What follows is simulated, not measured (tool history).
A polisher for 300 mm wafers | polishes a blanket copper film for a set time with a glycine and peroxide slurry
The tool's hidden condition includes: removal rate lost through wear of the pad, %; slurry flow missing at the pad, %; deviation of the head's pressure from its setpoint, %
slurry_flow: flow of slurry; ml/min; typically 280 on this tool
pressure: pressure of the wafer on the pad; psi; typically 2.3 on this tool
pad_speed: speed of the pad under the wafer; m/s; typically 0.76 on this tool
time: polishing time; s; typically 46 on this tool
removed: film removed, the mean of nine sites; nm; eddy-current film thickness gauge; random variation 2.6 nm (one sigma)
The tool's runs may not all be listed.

run	day	slurry_flow	pressure	pad_speed	time	wafers since the last listed run	wafers polished on this pad	hours since the slurry nozzle was cleaned	hours since the head pressure was calibrated	incoming thickness of the incoming film, nm	removed
1	0	280	2.3	0.76	46	0	3637	700.9	1020.1	1647.9	161.3
2	4.221	280	2.3	0.76	46	1149	4786	802.2	1121.4	1576.6	164.3
# day 4.692: slurry nozzle cleaned
3	6.479	280	2.3	0.76	46	603	5390	42.9	1175.6	1613.7	162.1
# day 8.217: head pressure recalibrated
4	9.571	345	2.3	0.76	46	819	6209	117.1	32.5	1580.7	178.5
5	12.504	345	2.3	0.76	46	798	7008	187.5	102.9	1628	175.5
6	15.833	280	2.1	0.76	38	906	7914	267.4	182.8	1636.3	138.3
# day 19.033: worn pad replaced by a new one
7	24.875	280	2.1	0.76	38	2416	1591	484.4	399.8	1631.9	132
8	28.312	280	2.1	0.76	38	936	2527	566.9	482.3	1610	136.1
9	34.921	280	2.5	0.76	46	1799	4326	725.5	640.9	1599	181.5
10	39.233	280	2.5	0.76	46	1174	5501	829	744.4	1591.9	179.8
# day 40.092: slurry nozzle cleaned
11	40.767	280	2.3	0.68	46	406	5907	16.2	781.2	1592.5	156.8
12	44.162	280	2.3	0.68	46	924	6832	97.7	862.7	1620.1	156
13	46.275	280	2.3	0.68	46	575	7407	148.4	913.4	1624.5	155.4
# day 47.85: worn pad replaced by a new one
14	48.292	280	2.8	0.76	46	503	120	196.8	961.8	1604.4	197.9
15	51.908	235	2.3	0.9	33	984	1105	283.6	1048.6	1621.2	132.4
16	54.771	280	2.9	0.76	46	779	1885	352.3	1117.3	1617.1	197.7
17	56.379	310	2.1	0.58	38	437	2323	390.9	1155.9	1633.8	108.9
18	59.121	245	1.6	1	32	746	3069	456.7	1221.7	1613.7	111.9
# day 60.538: head pressure recalibrated
19	62.038	280	1.6	1	46	771	3841	526.7	36	1633.9	169.9
# day 69.617: slurry nozzle cleaned
20	71.258	350	2.3	0.9	46	2499	6341	39.4	257.3	1578.8	194.2
21	74.025	280	2.8	0.52	46	753	7094	105.8	323.7	1589.7	151.7
22	78.483	280	2.3	0.76	46	1214	8308	212.8	430.7	1603.4	170.7
# day 82.05: worn pad replaced by a new one
23	82.292	280	2.6	0.68	46	991	65	304.2	522.1	1625	171.3
24	84.946	280	2.3	0.76	46	722	788	367.9	585.8	1618.4	175.5
25	98.317	280	2.8	0.76	57	3641	4429	688.8	906.7	1603.8	228
26	100.417	280	2.5	0.76	46	571	5001	739.2	957.1	1617	175.3
27	103.758	280	1.8	0.54	53	910	5911	819.4	1037.3	1598	130.9
# day 105.075: slurry nozzle cleaned
28	105.729	335	1.8	0.76	46	525	6436	15.7	1084.6	1604.7	143.9
29	108.229	280	2.3	0.52	46	680	7117	75.7	1144.6	1642.8	129.5
30	110.15	355	2.3	0.76	46	523	7640	121.8	1190.7	1635.7	168.7
31	114.075	235	1.6	0.66	57	1068	8709	216	1284.9	1595.9	147.1
# day 114.662: worn pad replaced by a new one
32	118.425	315	1.8	0.58	42	1139	1024	320.4	1389.3	1618.7	109.1
33	120.946	280	2	0.56	40	686	1711	380.9	1449.8	1605.4	105.3
# day 122.233: head pressure recalibrated
34	122.996	225	2.9	0.86	56	535	2246	430.1	18.3	1602.3	273.5
35	125.054	280	2.8	0.76	46	560	2807	479.5	67.7	1605	198.7
36	128.571	280	2.3	0.76	46	957	3765	563.9	152.1	1586.8	169.8
37	132.9	250	2.3	0.76	39	1178	4944	667.8	256	1588.8	146.2

Hidden state, per run?
removal rate lost through wear of the pad, %: 0 across all the runs
slurry flow missing at the pad, %: 0 across all the runs
H1: deviation of the head's pressure from its setpoint, %
run	H1
1	-10
2	-10.9
3	-11.4
4	1.54
5	0.927
6	0.229
7	-1.66
8	-2.38
9	-3.77
10	-4.67
11	-4.99
12	-5.7
13	-6.15
14	-6.57
15	-7.33
16	-7.93
17	-8.26
18	-8.84
19	-0.405
20	-2.34
21	-2.92
22	-3.85
23	-4.65
24	-5.2
25	-8
26	-8.44
27	-9.14
28	-9.56
29	-10.1
30	-10.5
31	-11.3
32	-12.2
33	-12.7
34	0.949
35	0.518
36	-0.219
37	-1.13
